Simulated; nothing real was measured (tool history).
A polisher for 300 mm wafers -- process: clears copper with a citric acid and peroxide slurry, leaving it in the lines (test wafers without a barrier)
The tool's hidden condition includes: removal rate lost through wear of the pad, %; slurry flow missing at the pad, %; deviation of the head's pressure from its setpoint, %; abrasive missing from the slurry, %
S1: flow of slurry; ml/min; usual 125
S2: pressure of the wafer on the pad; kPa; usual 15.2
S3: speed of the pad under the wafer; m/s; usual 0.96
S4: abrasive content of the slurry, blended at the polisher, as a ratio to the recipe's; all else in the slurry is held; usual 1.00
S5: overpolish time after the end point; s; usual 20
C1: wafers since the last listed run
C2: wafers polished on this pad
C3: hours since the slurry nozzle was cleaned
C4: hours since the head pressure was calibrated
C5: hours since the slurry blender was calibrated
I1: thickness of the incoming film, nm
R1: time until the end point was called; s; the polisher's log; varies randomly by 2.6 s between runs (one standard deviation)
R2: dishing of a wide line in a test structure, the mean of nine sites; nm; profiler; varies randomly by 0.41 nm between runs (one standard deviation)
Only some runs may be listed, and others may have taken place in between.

| run | hour | S1 | S2 | S3 | S4 | S5 | C1 | C2 | C3 | C4 | C5 | I1 | R1 | R2 |
|---|---|---|---|---|---|---|---|---|---|---|---|---|---|---|
| 1 | 0.0 | 125 | 15.2 | 0.96 | 1.00 | 20 | 0 | 2509 | 590.0 | 83.7 | 232.8 | 251.7 | 142.8 | 21.9 |
|  | 27.0 | slurry nozzle cleaned |
| 2 | 37.2 | 125 | 15.2 | 0.96 | 1.00 | 20 | 238 | 2748 | 10.2 | 120.9 | 270.0 | 256.1 | 146.8 | 21.8 |
|  | 56.8 | worn pad replaced by a new one |
|  | 112.4 | slurry blender recalibrated |
| 3 | 117.3 | 150 | 15.2 | 0.96 | 1.00 | 20 | 488 | 385 | 90.3 | 201.0 | 4.9 | 252.6 | 131.0 | 21.9 |
| 4 | 174.4 | 125 | 15.2 | 0.96 | 1.00 | 20 | 376 | 762 | 147.4 | 258.1 | 62.0 | 253.4 | 136.8 | 21.6 |
| 5 | 227.9 | 125 | 15.2 | 0.96 | 1.00 | 20 | 352 | 1115 | 200.9 | 311.6 | 115.5 | 255.6 | 136.0 | 22.6 |
| 6 | 304.5 | 125 | 15.2 | 0.96 | 1.00 | 20 | 505 | 1620 | 277.5 | 388.2 | 192.1 | 254.7 | 132.5 | 21.2 |
|  | 333.0 | head pressure recalibrated |
| 7 | 362.4 | 125 | 15.2 | 0.96 | 1.00 | 20 | 368 | 1988 | 335.4 | 29.4 | 250.0 | 258.1 | 147.3 | 21.3 |
| 8 | 436.6 | 125 | 15.2 | 0.96 | 1.00 | 20 | 489 | 2477 | 409.6 | 103.6 | 324.2 | 252.8 | 138.0 | 22.2 |
|  | 457.0 | slurry blender recalibrated |
|  | 487.9 | worn pad replaced by a new one |
|  | 533.6 | slurry nozzle cleaned |
| 9 | 538.3 | 125 | 15.2 | 0.96 | 1.00 | 20 | 624 | 325 | 4.7 | 205.3 | 81.3 | 254.5 | 138.6 | 21.5 |
| 10 | 579.9 | 125 | 15.2 | 1.16 | 1.00 | 20 | 274 | 599 | 46.3 | 246.9 | 122.9 | 257.9 | 125.5 | 23.6 |
| 11 | 649.0 | 125 | 15.2 | 1.16 | 1.00 | 20 | 455 | 1055 | 115.4 | 316.0 | 192.0 | 258.8 | 124.1 | 24.6 |
| 12 | 718.6 | 125 | 15.2 | 1.16 | 1.00 | 20 | 458 | 1514 | 185.0 | 385.6 | 261.6 | 252.4 | 117.9 | 24.7 |
|  | 731.6 | head pressure recalibrated |
| 13 | 808.1 | 125 | 15.2 | 0.96 | 1.10 | 20 | 576 | 2091 | 274.5 | 76.5 | 351.1 | 251.7 | 136.8 | 22.3 |
|  | 841.1 | worn pad replaced by a new one |
| 14 | 852.6 | 110 | 15.2 | 0.78 | 1.00 | 20 | 267 | 76 | 319.0 | 121.0 | 395.6 | 255.9 | 169.6 | 18.8 |
|  | 872.2 | slurry blender recalibrated |
| 15 | 935.8 | 155 | 15.2 | 0.96 | 1.00 | 20 | 535 | 611 | 402.2 | 204.2 | 63.6 | 254.3 | 135.1 | 22.5 |
| 16 | 994.3 | 125 | 15.2 | 0.96 | 1.00 | 20 | 385 | 997 | 460.7 | 262.7 | 122.1 | 252.0 | 134.4 | 22.5 |
|  | 1005.8 | slurry nozzle cleaned |
| 17 | 1094.2 | 125 | 15.2 | 0.96 | 1.00 | 20 | 652 | 1649 | 88.4 | 362.6 | 222.0 | 258.7 | 141.4 | 23.0 |
|  | 1154.3 | head pressure recalibrated |
| 18 | 1178.5 | 95 | 15.2 | 0.96 | 1.30 | 20 | 542 | 2191 | 172.7 | 24.2 | 306.3 | 255.9 | 142.2 | 21.6 |
|  | 1187.7 | worn pad replaced by a new one, of another model than before |
| 19 | 1229.5 | 125 | 15.2 | 0.96 | 1.00 | 20 | 309 | 275 | 223.7 | 75.2 | 357.3 | 257.0 | 139.7 | 21.9 |
|  | 1282.0 | slurry blender recalibrated |
| 20 | 1297.4 | 100 | 15.2 | 0.74 | 1.00 | 20 | 434 | 710 | 291.6 | 143.1 | 15.4 | 254.7 | 195.6 | 17.1 |
| 21 | 1335.3 | 155 | 15.2 | 0.96 | 0.75 | 26 | 249 | 960 | 329.5 | 181.0 | 53.3 | 252.8 | 138.4 | 25.0 |
| 22 | 1410.4 | 125 | 15.2 | 0.96 | 1.00 | 20 | 495 | 1455 | 404.6 | 256.1 | 128.4 | 254.3 | 138.3 | 22.9 |
| 23 | 1498.5 | 125 | 11.7 | 1.08 | 1.00 | 20 | 580 | 2036 | 492.7 | 344.2 | 216.5 | 255.6 | 141.9 | 22.0 |
|  | 1601.0 | head pressure recalibrated |
|  | 1626.8 | slurry nozzle cleaned |
|  | 1642.3 | worn pad replaced by a new one |
| 24 | 1676.7 | 160 | 19.3 | 1.12 | 1.00 | 26 | 1128 | 226 | 49.9 | 75.7 | 394.7 | 256.6 | 104.1 | 31.4 |
|  | 1729.9 | slurry blender recalibrated |
| 25 | 1743.8 | 125 | 15.2 | 0.96 | 1.00 | 20 | 429 | 655 | 117.0 | 142.8 | 13.9 | 256.6 | 147.1 | 21.4 |
| 26 | 1798.3 | 140 | 20.0 | 0.96 | 1.00 | 20 | 359 | 1015 | 171.5 | 197.3 | 68.4 | 251.7 | 116.2 | 23.8 |
| 27 | 1861.7 | 125 | 11.7 | 0.76 | 1.00 | 12 | 417 | 1433 | 234.9 | 260.7 | 131.8 | 256.5 | 192.2 | 11.1 |
| 28 | 1931.3 | 125 | 10.3 | 0.64 | 0.70 | 30 | 458 | 1892 | 304.5 | 330.3 | 201.4 | 251.9 | 247.0 | 19.3 |

Branching from run 28: 4 alternative next runs. What would each branch give?
| A | 1931.8 | 125 | 15.2 | 0.96 | 1.00 | 20 | 3 | 1895 | 305.0 | 330.8 | 201.9 | 253.3 | ? | ? |
| B | 1931.8 | 165 | 12.4 | 0.96 | 1.00 | 20 | 3 | 1895 | 305.0 | 330.8 | 201.9 | 253.3 | ? | ? |
| C | 1931.8 | 125 | 15.2 | 0.66 | 1.00 | 9 | 3 | 1895 | 305.0 | 330.8 | 201.9 | 253.3 | ? | ? |
| D | 1931.8 | 170 | 15.2 | 0.80 | 1.30 | 9 | 3 | 1895 | 305.0 | 330.8 | 201.9 | 253.3 | ? | ? |

| run | R1 | R2 |
|---|---|---|
| A | 134.3 | 21.7 |
| B | 136.9 | 21.4 |
| C | 186.9 | 8.9 |
| D | 137.8 | 11.5 |
With the hidden condition removed and each run's random variation left untouched, the same runs would have given:
| run | R1 | R2 |
|---|---|---|
| A | 138.9 | 21.2 |
| B | 141.5 | 20.9 |
| C | 193.1 | 8.6 |
| D | 142.4 | 11.2 |
